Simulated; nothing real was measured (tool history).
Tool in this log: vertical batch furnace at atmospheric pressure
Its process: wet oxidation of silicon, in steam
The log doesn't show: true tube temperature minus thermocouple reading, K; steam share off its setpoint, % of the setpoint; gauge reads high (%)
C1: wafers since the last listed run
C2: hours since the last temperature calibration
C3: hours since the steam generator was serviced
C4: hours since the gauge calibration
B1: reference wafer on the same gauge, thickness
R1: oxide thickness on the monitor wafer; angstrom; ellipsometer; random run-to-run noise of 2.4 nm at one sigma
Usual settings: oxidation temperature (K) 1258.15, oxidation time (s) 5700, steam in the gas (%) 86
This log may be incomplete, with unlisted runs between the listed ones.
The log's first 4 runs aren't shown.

{"run": 5, "hour": 384.6, "oxidation temperature (K)": 1258.15, "oxidation time (s)": 5700, "steam in the gas (%)": 86, "C1": 793, "C2": 3231.4, "C3": 1063.0, "C4": 3041.2, "B1": 514.74, "R1": 4500.3}
{"run": 6, "hour": 446.6, "oxidation temperature (K)": 1258.15, "oxidation time (s)": 5700, "steam in the gas (%)": 86, "C1": 933, "C2": 3293.4, "C3": 1125.0, "C4": 3103.2, "B1": 514.97, "R1": 4483.0}
{"run": 7, "hour": 508.2, "oxidation temperature (K)": 1258.15, "oxidation time (s)": 5700, "steam in the gas (%)": 86, "C1": 927, "C2": 3355.0, "C3": 1186.6, "C4": 3164.8, "B1": 514.21, "R1": 4495.6}
{"run": 8, "hour": 595.8, "oxidation temperature (K)": 1258.15, "oxidation time (s)": 5700, "steam in the gas (%)": 86, "C1": 1318, "C2": 3442.6, "C3": 1274.2, "C4": 3252.4, "B1": 514.35, "R1": 4401.1}
{"hour": 630.3, "done": "gauge calibrated"}
{"run": 9, "hour": 696.7, "oxidation temperature (K)": 1258.15, "oxidation time (s)": 5700, "steam in the gas (%)": 86, "C1": 1518, "C2": 3543.5, "C3": 1375.1, "C4": 66.4, "B1": 538.03, "R1": 4731.2}
{"run": 10, "hour": 773.4, "oxidation temperature (K)": 1258.15, "oxidation time (s)": 5700, "steam in the gas (%)": 86, "C1": 1154, "C2": 3620.2, "C3": 1451.8, "C4": 143.1, "B1": 538.02, "R1": 4617.4}
{"run": 11, "hour": 826.6, "oxidation temperature (K)": 1258.15, "oxidation time (s)": 5700, "steam in the gas (%)": 86, "C1": 800, "C2": 3673.4, "C3": 1505.0, "C4": 196.3, "B1": 536.46, "R1": 4694.5}
{"run": 12, "hour": 927.1, "oxidation temperature (K)": 1265.15, "oxidation time (s)": 5700, "steam in the gas (%)": 89, "C1": 1512, "C2": 3773.9, "C3": 1605.5, "C4": 296.8, "B1": 534.59, "R1": 4991.2}
{"run": 13, "hour": 1017.4, "oxidation temperature (K)": 1265.15, "oxidation time (s)": 5700, "steam in the gas (%)": 89, "C1": 1359, "C2": 3864.2, "C3": 1695.8, "C4": 387.1, "B1": 535.32, "R1": 4995.5}
{"run": 14, "hour": 1083.7, "oxidation temperature (K)": 1258.15, "oxidation time (s)": 5700, "steam in the gas (%)": 86, "C1": 998, "C2": 3930.5, "C3": 1762.1, "C4": 453.4, "B1": 534.71, "R1": 4609.9}
{"hour": 1206.8, "done": "thermocouples replaced and temperature profile calibrated"}
{"run": 15, "hour": 1207.3, "oxidation temperature (K)": 1249.15, "oxidation time (s)": 5700, "steam in the gas (%)": 86, "C1": 1499, "C2": 0.5, "C3": 1885.7, "C4": 577.0, "B1": 532.71, "R1": 4348.1}
{"run": 16, "hour": 1241.2, "oxidation temperature (K)": 1258.15, "oxidation time (s)": 5700, "steam in the gas (%)": 86, "C1": 510, "C2": 34.4, "C3": 1919.6, "C4": 610.9, "B1": 533.31, "R1": 4643.3}
{"run": 17, "hour": 1327.2, "oxidation temperature (K)": 1258.15, "oxidation time (s)": 5700, "steam in the gas (%)": 86, "C1": 1294, "C2": 120.4, "C3": 2005.6, "C4": 696.9, "B1": 533.45, "R1": 4653.2}
{"run": 18, "hour": 1394.8, "oxidation temperature (K)": 1258.15, "oxidation time (s)": 7140, "steam in the gas (%)": 80, "C1": 1017, "C2": 188.0, "C3": 2073.2, "C4": 764.5, "B1": 531.06, "R1": 5081.7}
{"run": 19, "hour": 1462.4, "oxidation temperature (K)": 1247.15, "oxidation time (s)": 7770, "steam in the gas (%)": 86, "C1": 1017, "C2": 255.6, "C3": 2140.8, "C4": 832.1, "B1": 532.28, "R1": 5271.7}
{"run": 20, "hour": 1537.6, "oxidation temperature (K)": 1258.15, "oxidation time (s)": 5700, "steam in the gas (%)": 86, "C1": 1132, "C2": 330.8, "C3": 2216.0, "C4": 907.3, "B1": 531.96, "R1": 4592.2}
{"run": 21, "hour": 1620.9, "oxidation temperature (K)": 1265.15, "oxidation time (s)": 5700, "steam in the gas (%)": 89, "C1": 1254, "C2": 414.1, "C3": 2299.3, "C4": 990.6, "B1": 530.7, "R1": 4935.9}
{"run": 22, "hour": 1689.9, "oxidation temperature (K)": 1266.15, "oxidation time (s)": 5700, "steam in the gas (%)": 86, "C1": 1038, "C2": 483.1, "C3": 2368.3, "C4": 1059.6, "B1": 529.26, "R1": 4875.6}
{"run": 23, "hour": 1792.3, "oxidation temperature (K)": 1258.15, "oxidation time (s)": 5700, "steam in the gas (%)": 95, "C1": 1541, "C2": 585.5, "C3": 2470.7, "C4": 1162.0, "B1": 527.9, "R1": 4925.1}

The next listed run, before its measurement:
{"hour": 1882.6, "done": "steam generator serviced"}
{"run": 24, "hour": 2114.3, "oxidation temperature (K)": 1242.15, "oxidation time (s)": 6540, "steam in the gas (%)": 81, "C1": 4486, "C2": 907.5, "C3": 231.7, "C4": 1484.0, "B1": "?", "R1": "?"}

Logged for run 24: B1 526.03, R1 4286.5 angstrom.
The same run, on a tool lacking any hidden state, would have yielded R1 4385.8 angstrom.
